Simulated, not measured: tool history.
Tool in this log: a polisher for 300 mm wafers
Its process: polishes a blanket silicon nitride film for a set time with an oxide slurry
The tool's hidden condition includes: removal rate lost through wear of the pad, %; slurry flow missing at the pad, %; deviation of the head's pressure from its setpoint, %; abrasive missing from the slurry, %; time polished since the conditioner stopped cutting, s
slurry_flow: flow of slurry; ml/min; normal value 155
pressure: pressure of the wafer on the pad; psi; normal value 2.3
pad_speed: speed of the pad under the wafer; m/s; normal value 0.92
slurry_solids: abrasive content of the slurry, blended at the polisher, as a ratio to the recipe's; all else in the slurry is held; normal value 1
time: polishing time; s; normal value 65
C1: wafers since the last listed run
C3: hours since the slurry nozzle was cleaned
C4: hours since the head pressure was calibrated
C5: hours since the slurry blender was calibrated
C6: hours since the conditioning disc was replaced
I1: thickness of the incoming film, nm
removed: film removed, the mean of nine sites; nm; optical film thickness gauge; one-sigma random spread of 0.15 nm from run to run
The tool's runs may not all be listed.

{"run": 1, "hour": 0.0, "slurry_flow": 155, "pressure": 2.3, "pad_speed": 0.92, "slurry_solids": 1, "time": 81, "C1": 0, "wafers polished on this pad": 1435, "C3": 568.3, "C4": 345.6, "C5": 104.3, "C6": 148.3, "I1": 419.6, "removed": 22.9}
{"run": 2, "hour": 23.5, "slurry_flow": 155, "pressure": 2.3, "pad_speed": 0.92, "slurry_solids": 1, "time": 81, "C1": 206, "wafers polished on this pad": 1641, "C3": 591.8, "C4": 369.1, "C5": 127.8, "C6": 171.8, "I1": 423.9, "removed": 23}
{"hour": 31.1, "done": "worn pad replaced by a new one"}
{"run": 3, "hour": 40.0, "slurry_flow": 155, "pressure": 2.3, "pad_speed": 0.92, "slurry_solids": 1, "time": 65, "C1": 109, "wafers polished on this pad": 78, "C3": 608.3, "C4": 385.6, "C5": 144.3, "C6": 188.3, "I1": 420.1, "removed": 18.4}
{"hour": 54.7, "done": "head pressure recalibrated"}
{"hour": 58.5, "done": "conditioning disc replaced and pad reconditioned"}
{"run": 4, "hour": 70.8, "slurry_flow": 155, "pressure": 2.3, "pad_speed": 0.92, "slurry_solids": 1, "time": 65, "C1": 235, "wafers polished on this pad": 313, "C3": 639.1, "C4": 16.1, "C5": 175.1, "C6": 12.3, "I1": 423.2, "removed": 19.8}
{"run": 5, "hour": 103.1, "slurry_flow": 155, "pressure": 2.3, "pad_speed": 0.92, "slurry_solids": 1, "time": 65, "C1": 283, "wafers polished on this pad": 597, "C3": 671.4, "C4": 48.4, "C5": 207.4, "C6": 44.6, "I1": 418, "removed": 19.2}
{"run": 6, "hour": 123.0, "slurry_flow": 130, "pressure": 2.3, "pad_speed": 0.92, "slurry_solids": 1, "time": 65, "C1": 174, "wafers polished on this pad": 771, "C3": 691.3, "C4": 68.3, "C5": 227.3, "C6": 64.5, "I1": 421.9, "removed": 18.6}
{"run": 7, "hour": 137.9, "slurry_flow": 155, "pressure": 2.3, "pad_speed": 0.92, "slurry_solids": 1, "time": 65, "C1": 130, "wafers polished on this pad": 902, "C3": 706.2, "C4": 83.2, "C5": 242.2, "C6": 79.4, "I1": 419, "removed": 18.9}
{"run": 8, "hour": 167.7, "slurry_flow": 205, "pressure": 1.8, "pad_speed": 0.92, "slurry_solids": 1, "time": 65, "C1": 261, "wafers polished on this pad": 1164, "C3": 736, "C4": 113, "C5": 272, "C6": 109.2, "I1": 424.2, "removed": 15.2}
{"hour": 205.4, "done": "worn pad replaced by a new one"}
{"run": 9, "hour": 205.9, "slurry_flow": 135, "pressure": 1.8, "pad_speed": 0.92, "slurry_solids": 1.3, "time": 74, "C1": 300, "wafers polished on this pad": 4, "C3": 774.2, "C4": 151.2, "C5": 310.2, "C6": 147.4, "I1": 421.1, "removed": 19.2}
{"run": 10, "hour": 226.1, "slurry_flow": 155, "pressure": 2.3, "pad_speed": 0.92, "slurry_solids": 1, "time": 79, "C1": 177, "wafers polished on this pad": 182, "C3": 794.4, "C4": 171.4, "C5": 330.4, "C6": 167.6, "I1": 417.1, "removed": 22.6}
{"hour": 249.7, "done": "slurry nozzle cleaned"}
{"run": 11, "hour": 252.7, "slurry_flow": 155, "pressure": 2.3, "pad_speed": 0.92, "slurry_solids": 1, "time": 65, "C1": 224, "wafers polished on this pad": 406, "C3": 3, "C4": 198, "C5": 357, "C6": 194.2, "I1": 418.7, "removed": 18.4}
{"hour": 267.0, "done": "conditioning disc replaced and pad reconditioned"}
{"run": 12, "hour": 274.6, "slurry_flow": 155, "pressure": 1.8, "pad_speed": 0.92, "slurry_solids": 1, "time": 65, "C1": 174, "wafers polished on this pad": 581, "C3": 24.9, "C4": 219.9, "C5": 378.9, "C6": 7.6, "I1": 425.7, "removed": 15.5}
{"run": 13, "hour": 294.7, "slurry_flow": 155, "pressure": 2.3, "pad_speed": 0.92, "slurry_solids": 1, "time": 65, "C1": 176, "wafers polished on this pad": 758, "C3": 45, "C4": 240, "C5": 399, "C6": 27.7, "I1": 418.3, "removed": 19.5}
{"run": 14, "hour": 320.3, "slurry_flow": 155, "pressure": 2.3, "pad_speed": 1.18, "slurry_solids": 1, "time": 65, "C1": 224, "wafers polished on this pad": 982, "C3": 70.6, "C4": 265.6, "C5": 424.6, "C6": 53.3, "I1": 419.5, "removed": 23.1}
{"run": 15, "hour": 341.5, "slurry_flow": 125, "pressure": 2.3, "pad_speed": 1.08, "slurry_solids": 1, "time": 65, "C1": 186, "wafers polished on this pad": 1168, "C3": 91.8, "C4": 286.8, "C5": 445.8, "C6": 74.5, "I1": 421, "removed": 20.5}
{"hour": 376.0, "done": "slurry blender recalibrated"}
{"hour": 415.1, "done": "worn pad replaced by a new one"}
{"hour": 440.0, "done": "conditioning disc replaced and pad reconditioned"}
{"run": 16, "hour": 449.0, "slurry_flow": 155, "pressure": 2.3, "pad_speed": 0.92, "slurry_solids": 1, "time": 65, "C1": 873, "wafers polished on this pad": 279, "C3": 199.3, "C4": 394.3, "C5": 73, "C6": 9, "I1": 418.7, "removed": 20}
{"hour": 460.0, "done": "head pressure recalibrated"}
{"run": 17, "hour": 470.4, "slurry_flow": 135, "pressure": 2.6, "pad_speed": 0.92, "slurry_solids": 0.75, "time": 65, "C1": 170, "wafers polished on this pad": 450, "C3": 220.7, "C4": 10.4, "C5": 94.4, "C6": 30.4, "I1": 425.5, "removed": 16.6}
{"run": 18, "hour": 493.2, "slurry_flow": 155, "pressure": 2.3, "pad_speed": 0.82, "slurry_solids": 1, "time": 65, "C1": 200, "wafers polished on this pad": 650, "C3": 243.5, "C4": 33.2, "C5": 117.2, "C6": 53.2, "I1": 416.7, "removed": 17.6}
{"run": 19, "hour": 507.3, "slurry_flow": 155, "pressure": 2, "pad_speed": 1, "slurry_solids": 1, "time": 65, "C1": 123, "wafers polished on this pad": 774, "C3": 257.6, "C4": 47.3, "C5": 131.3, "C6": 67.3, "I1": 427.7, "removed": 17.7}
{"run": 20, "hour": 539.0, "slurry_flow": 155, "pressure": 2.3, "pad_speed": 0.92, "slurry_solids": 1, "time": 65, "C1": 278, "wafers polished on this pad": 1052, "C3": 289.3, "C4": 79, "C5": 163, "C6": 99, "I1": 420.3, "removed": 19.1}
{"run": 21, "hour": 566.1, "slurry_flow": 155, "pressure": 2.3, "pad_speed": 0.92, "slurry_solids": 1, "time": 65, "C1": 237, "wafers polished on this pad": 1290, "C3": 316.4, "C4": 106.1, "C5": 190.1, "C6": 126.1, "I1": 421.2, "removed": 18.4}

Predict the results of run 22:
{"run": 22, "hour": 582.0, "slurry_flow": 200, "pressure": 2.3, "pad_speed": 0.8, "slurry_solids": 1, "time": 65, "C1": 139, "wafers polished on this pad": 1430, "C3": 332.3, "C4": 122, "C5": 206, "C6": 142, "I1": 417.3, "removed": "?"}

removed: 17.4 nm
On a tool with no hidden condition, and with the same random variation, this run would have come out at removed 18.7 nm.
